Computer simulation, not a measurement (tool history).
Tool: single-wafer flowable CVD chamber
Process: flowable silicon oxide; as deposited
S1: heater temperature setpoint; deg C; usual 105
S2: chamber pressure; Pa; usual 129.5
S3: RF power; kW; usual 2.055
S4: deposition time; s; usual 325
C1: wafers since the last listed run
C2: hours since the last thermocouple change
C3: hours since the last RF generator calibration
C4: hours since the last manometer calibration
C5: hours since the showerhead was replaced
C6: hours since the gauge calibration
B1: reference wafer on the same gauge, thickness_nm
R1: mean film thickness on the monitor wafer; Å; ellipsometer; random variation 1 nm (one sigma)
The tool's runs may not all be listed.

| run | hour | S1 | S2 | S3 | S4 | C1 | C2 | C3 | C4 | C5 | C6 | B1 | R1 |
|---|---|---|---|---|---|---|---|---|---|---|---|---|---|
| 1 | 0 | 105 | 129.5 | 2.385 | 325 | 0 | 1881.2 | 973.8 | 2709.6 | 4525.2 | 373.8 | 260.069 | 2695.75 |
| 2 | 11.7 | 105 | 129.5 | 2.055 | 325 | 56 | 1892.9 | 985.5 | 2721.3 | 4536.9 | 385.5 | 259.884 | 2666.75 |
| 3 | 23.9 | 105 | 129.5 | 2.055 | 325 | 58 | 1905.1 | 997.7 | 2733.5 | 4549.1 | 397.7 | 259.687 | 2635.36 |
| 4 | 35.7 | 105 | 129.5 | 2.055 | 325 | 56 | 1916.9 | 1009.5 | 2745.3 | 4560.9 | 409.5 | 260.513 | 2670.23 |
| 5 | 49.9 | 105 | 129.5 | 2.055 | 325 | 68 | 1931.1 | 1023.7 | 2759.5 | 4575.1 | 423.7 | 259.976 | 2675.87 |
| 6 | 57.4 | 110 | 129.5 | 2.055 | 298 | 36 | 1938.6 | 1031.2 | 2767 | 4582.6 | 431.2 | 259.817 | 2040.98 |
|  | 75 | capacitance manometer re-zeroed and calibrated |
| 7 | 75.5 | 105 | 129.5 | 2.055 | 325 | 48 | 1956.7 | 1049.3 | 0.5 | 4600.7 | 449.3 | 259.654 | 2678.67 |
|  | 78.5 | gauge calibrated |
|  | 95 | RF generator calibrated |
| 8 | 95.5 | 105 | 129.5 | 2.055 | 325 | 57 | 1976.7 | 0.5 | 20.5 | 4620.7 | 17 | 259.949 | 2670.02 |
| 9 | 95.9 | 105 | 129.5 | 2.055 | 325 | 1 | 1977.1 | 0.9 | 20.9 | 4621.1 | 17.4 | 259.884 | 2690.52 |
| 10 | 103.3 | 105 | 129.5 | 2.055 | 325 | 35 | 1984.5 | 8.3 | 28.3 | 4628.5 | 24.8 | 260.075 | 2692.46 |
|  | 122.7 | showerhead replaced, of another model than before |
| 11 | 123.2 | 105 | 129.5 | 2.375 | 325 | 57 | 2004.4 | 28.2 | 48.2 | 0.5 | 44.7 | 259.852 | 2731.08 |
| 12 | 125.3 | 105 | 129.5 | 2.055 | 325 | 10 | 2006.5 | 30.3 | 50.3 | 2.6 | 46.8 | 260.018 | 2674.77 |
| 13 | 133.7 | 105 | 129.5 | 2.055 | 325 | 40 | 2014.9 | 38.7 | 58.7 | 11 | 55.2 | 260.318 | 2659.21 |
| 14 | 145.2 | 105 | 149.6 | 2.28 | 325 | 55 | 2026.4 | 50.2 | 70.2 | 22.5 | 66.7 | 260.136 | 3031.75 |
| 15 | 153.6 | 110 | 129.5 | 2.055 | 291 | 40 | 2034.8 | 58.6 | 78.6 | 30.9 | 75.1 | 260.366 | 2024.64 |
| 16 | 163.8 | 105 | 154 | 2.055 | 361 | 48 | 2045 | 68.8 | 88.8 | 41.1 | 85.3 | 260.068 | 3415.55 |
| 17 | 180.9 | 96 | 129.5 | 2.445 | 282 | 82 | 2062.1 | 85.9 | 105.9 | 58.2 | 102.4 | 260.272 | 3259.65 |
| 18 | 192.4 | 111 | 129.5 | 1.775 | 325 | 55 | 2073.6 | 97.4 | 117.4 | 69.7 | 113.9 | 260.045 | 2156.69 |
|  | 214.1 | thermocouple changed; heater temperature recalibrated |
| 19 | 214.6 | 116 | 161.6 | 1.745 | 368 | 68 | 0.5 | 119.6 | 139.6 | 91.9 | 136.1 | 259.779 | 2041.6 |
| 20 | 215 | 110 | 152.5 | 2.055 | 300 | 1 | 0.9 | 120 | 140 | 92.3 | 136.5 | 260.331 | 1964.52 |
| 21 | 253.1 | 105 | 150.4 | 2.055 | 368 | 183 | 39 | 158.1 | 178.1 | 130.4 | 174.6 | 260.056 | 2798.19 |
| 22 | 266.1 | 105 | 149.6 | 2.28 | 325 | 62 | 52 | 171.1 | 191.1 | 143.4 | 187.6 | 260.271 | 2508.05 |
| 23 | 272.9 | 105 | 119.9 | 2.405 | 325 | 32 | 58.8 | 177.9 | 197.9 | 150.2 | 194.4 | 259.903 | 2157.01 |
| 24 | 287.8 | 105 | 105.2 | 1.9 | 325 | 71 | 73.7 | 192.8 | 212.8 | 165.1 | 209.3 | 259.74 | 1914.35 |
| 25 | 299.4 | 98 | 100.1 | 1.7 | 278 | 55 | 85.3 | 204.4 | 224.4 | 176.7 | 220.9 | 259.71 | 2006.23 |
| 26 | 305.6 | 105 | 129.5 | 2.055 | 325 | 29 | 91.5 | 210.6 | 230.6 | 182.9 | 227.1 | 260.144 | 2238.35 |
| 27 | 313.8 | 105 | 129.5 | 2.055 | 325 | 39 | 99.7 | 218.8 | 238.8 | 191.1 | 235.3 | 259.678 | 2247.87 |
| 28 | 328.9 | 105 | 129.5 | 2.055 | 309 | 72 | 114.8 | 233.9 | 253.9 | 206.2 | 250.4 | 259.894 | 2141.82 |

Forecast each of these 4 alternatives for the next run:
| A | 329.4 | 105 | 102.3 | 2.055 | 325 | 2 | 115.3 | 234.4 | 254.4 | 206.7 | 250.9 | ? | ? |
| B | 329.4 | 95 | 144.7 | 2.195 | 266 | 2 | 115.3 | 234.4 | 254.4 | 206.7 | 250.9 | ? | ? |
| C | 329.4 | 94 | 158.7 | 2.41 | 325 | 2 | 115.3 | 234.4 | 254.4 | 206.7 | 250.9 | ? | ? |
| D | 329.4 | 95 | 129.5 | 2.055 | 325 | 2 | 115.3 | 234.4 | 254.4 | 206.7 | 250.9 | ? | ? |

| run | B1 | R1 |
|---|---|---|
| A | 260.356 | 1906.68 |
| B | 260.356 | 2853.62 |
| C | 260.356 | 3886.35 |
| D | 260.356 | 3190.06 |
Without the tool's hidden state the same runs would have given:
| run | R1 |
|---|---|
| A | 1912.76 |
| B | 2862.7 |
| C | 3898.79 |
| D | 3200.21 |
